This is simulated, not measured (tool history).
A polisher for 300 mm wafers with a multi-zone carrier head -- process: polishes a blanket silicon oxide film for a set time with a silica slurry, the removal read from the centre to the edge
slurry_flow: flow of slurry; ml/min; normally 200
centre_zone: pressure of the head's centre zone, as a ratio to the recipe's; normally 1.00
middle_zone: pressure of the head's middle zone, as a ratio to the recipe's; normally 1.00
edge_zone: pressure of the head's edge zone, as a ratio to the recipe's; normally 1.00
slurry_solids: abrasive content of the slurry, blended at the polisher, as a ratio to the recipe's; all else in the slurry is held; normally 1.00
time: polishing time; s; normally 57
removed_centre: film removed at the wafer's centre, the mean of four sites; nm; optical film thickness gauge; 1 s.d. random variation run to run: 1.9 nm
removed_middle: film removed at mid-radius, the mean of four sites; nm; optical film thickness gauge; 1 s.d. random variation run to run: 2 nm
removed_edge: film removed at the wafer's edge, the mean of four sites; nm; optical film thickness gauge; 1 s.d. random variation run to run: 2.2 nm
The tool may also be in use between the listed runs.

run,hour,slurry_flow,centre_zone,middle_zone,edge_zone,slurry_solids,time,"incoming thickness of the incoming film, nm",removed_centre,removed_middle,removed_edge
1,0.0,200,1.00,0.96,1.00,1.00,57,1865.0,167.9,180.0,191.2
2,61.2,200,1.00,0.96,1.00,1.00,57,1864.7,164.6,179.6,192.5
# hour 107.3: worn pad replaced by a new one
3,122.7,200,1.00,1.00,1.00,1.00,57,1852.8,164.9,184.4,188.8
# hour 149.9: edge zone pressure recalibrated
4,191.6,200,1.00,1.00,1.00,1.00,57,1863.0,163.4,186.5,191.2
5,243.2,200,1.00,1.00,1.00,1.00,57,1857.9,167.0,186.9,188.9
# hour 264.0: carrier head's membrane replaced by a new one, of another model than before
6,316.8,200,1.07,0.96,1.00,1.00,37,1835.3,115.3,116.1,123.7
# hour 332.7: slurry nozzle cleaned
# hour 337.5: centre zone pressure recalibrated
7,395.3,180,1.00,1.00,1.00,1.00,57,1866.0,180.0,183.9,189.5
8,457.3,200,1.00,0.93,1.00,1.00,72,1856.6,222.0,226.3,243.4
9,545.5,200,1.00,0.90,1.00,1.00,57,1856.1,179.0,173.0,188.7
# hour 559.2: worn pad replaced by a new one
# hour 580.1: edge zone pressure recalibrated
10,610.9,200,1.00,1.00,0.89,1.00,57,1857.6,172.1,186.7,179.4
11,711.4,200,1.00,1.00,1.00,1.00,74,1870.4,226.3,240.3,249.2
12,764.5,200,0.88,1.08,1.12,1.00,57,1882.0,167.5,195.4,206.5
13,828.0,200,0.91,1.10,1.00,0.90,66,1843.9,183.3,216.5,209.1
# hour 869.5: slurry nozzle cleaned
14,898.9,200,1.09,1.00,1.00,1.00,57,1891.0,181.0,183.6,186.3
15,1004.7,130,1.00,1.08,0.96,1.00,42,1828.3,118.9,135.0,128.9
# hour 1023.2: worn pad replaced by a new one
16,1044.4,200,1.00,1.00,1.00,1.00,57,1865.9,175.6,185.2,186.4
# hour 1057.1: edge zone pressure recalibrated
17,1120.9,200,1.00,1.00,0.94,0.70,57,1900.5,138.4,149.8,145.6
18,1220.5,200,1.00,1.00,1.00,1.00,57,1887.7,171.1,191.3,185.7
# hour 1288.5: slurry nozzle cleaned
19,1309.7,230,1.06,1.04,1.00,1.00,51,1864.1,161.9,177.0,172.6
20,1366.2,140,1.00,1.00,1.00,1.00,57,1830.0,162.5,177.6,181.7
21,1440.4,175,0.95,1.00,1.08,1.00,50,1825.9,144.6,159.4,171.7
# hour 1522.7: worn pad replaced by a new one
22,1530.6,200,0.88,1.08,1.12,1.00,57,1884.0,161.9,195.0,210.9

Measured minus without-hidden-state, run by run (identical run-to-run variation in each term; gauge scatter may differ):
The tool's hidden condition here consists of: removal rate lost through wear of the pad, %; slurry flow missing at the pad, %; deviation of the centre zone's pressure from its setpoint, %; deviation of the edge zone's pressure from its setpoint, %.
run,removed_centre
1,-16.0
2,-15.9
3,-16.0
4,-16.1
5,-16.5
6,-6.3
7,-1.7
8,-3.5
9,-4.2
10,-4.9
11,-8.0
12,-6.4
13,-7.6
14,-8.0
15,-5.7
16,-8.7
17,-7.1
18,-9.2
19,-9.0
20,-9.1
21,-8.3
22,-9.5
For removed_middle, the value without the hidden state is never more than 0.1 nm from the measured value.
removed_edge: measured minus the no-hidden-state value equals 0 in all runs.

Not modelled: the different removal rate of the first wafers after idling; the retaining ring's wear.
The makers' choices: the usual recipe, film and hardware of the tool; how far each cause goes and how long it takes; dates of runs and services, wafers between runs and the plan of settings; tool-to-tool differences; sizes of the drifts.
